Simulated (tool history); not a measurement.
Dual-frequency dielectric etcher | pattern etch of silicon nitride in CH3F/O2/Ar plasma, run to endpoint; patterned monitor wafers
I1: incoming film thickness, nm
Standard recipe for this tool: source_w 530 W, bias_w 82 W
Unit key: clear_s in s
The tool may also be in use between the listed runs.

{"run": 1, "hour": 0.0, "source_w": 530, "bias_w": 82, "I1": 29.21, "clear_s": 37.8}
{"run": 2, "hour": 86.3, "source_w": 530, "bias_w": 82, "I1": 28.94, "clear_s": 37.0}
{"run": 3, "hour": 158.6, "source_w": 530, "bias_w": 90, "I1": 28.89, "clear_s": 36.5}
{"run": 4, "hour": 217.5, "source_w": 500, "bias_w": 76, "I1": 29.07, "clear_s": 38.8}
{"run": 5, "hour": 291.4, "source_w": 500, "bias_w": 76, "I1": 29.01, "clear_s": 39.4}
{"run": 6, "hour": 328.1, "source_w": 530, "bias_w": 82, "I1": 28.92, "clear_s": 38.4}
{"run": 7, "hour": 415.4, "source_w": 530, "bias_w": 82, "I1": 29.33, "clear_s": 38.9}
{"run": 8, "hour": 459.5, "source_w": 530, "bias_w": 82, "I1": 29.47, "clear_s": 39.1}
{"run": 9, "hour": 525.1, "source_w": 470, "bias_w": 82, "I1": 28.92, "clear_s": 39.9}
{"hour": 599.2, "done": "wet clean of the chamber"}
{"run": 10, "hour": 629.2, "source_w": 470, "bias_w": 82, "I1": 28.92, "clear_s": 38.0}
{"hour": 640.9, "done": "source power generator calibrated"}
{"run": 11, "hour": 685.4, "source_w": 530, "bias_w": 82, "I1": 29.07, "clear_s": 36.9}
{"run": 12, "hour": 774.8, "source_w": 570, "bias_w": 94, "I1": 28.92, "clear_s": 34.9}
{"run": 13, "hour": 839.3, "source_w": 530, "bias_w": 82, "I1": 28.89, "clear_s": 37.3}
{"run": 14, "hour": 945.0, "source_w": 470, "bias_w": 63, "I1": 28.93, "clear_s": 41.6}
{"hour": 1015.1, "done": "upper electrode replaced"}
{"run": 15, "hour": 1040.8, "source_w": 590, "bias_w": 69, "I1": 28.92, "clear_s": 37.6}
{"run": 16, "hour": 1144.9, "source_w": 480, "bias_w": 65, "I1": 28.93, "clear_s": 41.1}
{"hour": 1162.1, "done": "bias power generator calibrated"}
{"run": 17, "hour": 1206.5, "source_w": 530, "bias_w": 82, "I1": 29.28, "clear_s": 38.5}
{"run": 18, "hour": 1245.3, "source_w": 610, "bias_w": 76, "I1": 28.75, "clear_s": 36.9}
{"run": 19, "hour": 1290.6, "source_w": 600, "bias_w": 90, "I1": 29.08, "clear_s": 36.0}
{"hour": 1324.7, "done": "wet clean of the chamber"}
{"run": 20, "hour": 1340.8, "source_w": 530, "bias_w": 82, "I1": 29.07, "clear_s": 36.9}
{"run": 21, "hour": 1396.6, "source_w": 570, "bias_w": 74, "I1": 29.13, "clear_s": 37.3}
{"run": 22, "hour": 1627.4, "source_w": 530, "bias_w": 73, "I1": 29.24, "clear_s": 39.0}
{"run": 23, "hour": 1691.0, "source_w": 530, "bias_w": 82, "I1": 28.8, "clear_s": 37.0}
{"run": 24, "hour": 1783.8, "source_w": 530, "bias_w": 75, "I1": 28.93, "clear_s": 38.6}
{"run": 25, "hour": 1864.5, "source_w": 530, "bias_w": 82, "I1": 29.31, "clear_s": 38.3}
{"run": 26, "hour": 1938.1, "source_w": 650, "bias_w": 66, "I1": 29.12, "clear_s": 38.0}
{"run": 27, "hour": 2038.9, "source_w": 430, "bias_w": 77, "I1": 29.4, "clear_s": 42.1}
{"run": 28, "hour": 2099.3, "source_w": 530, "bias_w": 75, "I1": 29.03, "clear_s": 39.7}
{"run": 29, "hour": 2167.7, "source_w": 640, "bias_w": 82, "I1": 29.1, "clear_s": 36.9}
{"hour": 2209.6, "done": "wet clean of the chamber"}
{"run": 30, "hour": 2251.5, "source_w": 530, "bias_w": 82, "I1": 29.03, "clear_s": 37.3}
{"run": 31, "hour": 2351.7, "source_w": 530, "bias_w": 82, "I1": 29.32, "clear_s": 38.3}
{"run": 32, "hour": 2425.1, "source_w": 460, "bias_w": 70, "I1": 29.13, "clear_s": 40.5}
{"run": 33, "hour": 2497.7, "source_w": 590, "bias_w": 64, "I1": 29.21, "clear_s": 39.5}
{"run": 34, "hour": 2578.9, "source_w": 530, "bias_w": 91, "I1": 28.93, "clear_s": 37.1}
{"hour": 2660.2, "done": "bias power generator calibrated"}
{"run": 35, "hour": 2688.5, "source_w": 420, "bias_w": 82, "I1": 29.08, "clear_s": 41.3}

Consider 4 possible next runs. They are alternatives, not a sequence: every one starts from the tool as it was left by run 35. What does each give?
{"run": "A", "hour": 2688.9, "source_w": 530, "bias_w": 82, "I1": 29.09, "clear_s": "?"}
{"run": "B", "hour": 2688.9, "source_w": 530, "bias_w": 99, "I1": 29.09, "clear_s": "?"}
{"run": "C", "hour": 2688.9, "source_w": 620, "bias_w": 68, "I1": 29.09, "clear_s": "?"}
{"run": "D", "hour": 2688.9, "source_w": 490, "bias_w": 97, "I1": 29.09, "clear_s": "?"}

run=A clear_s=38.7
run=B clear_s=36.8
run=C clear_s=38.6
run=D clear_s=37.9
Had the tool no hidden state, the same runs would have come out as:
run=A clear_s=37.1
run=B clear_s=35.3
run=C clear_s=37.0
run=D clear_s=36.3
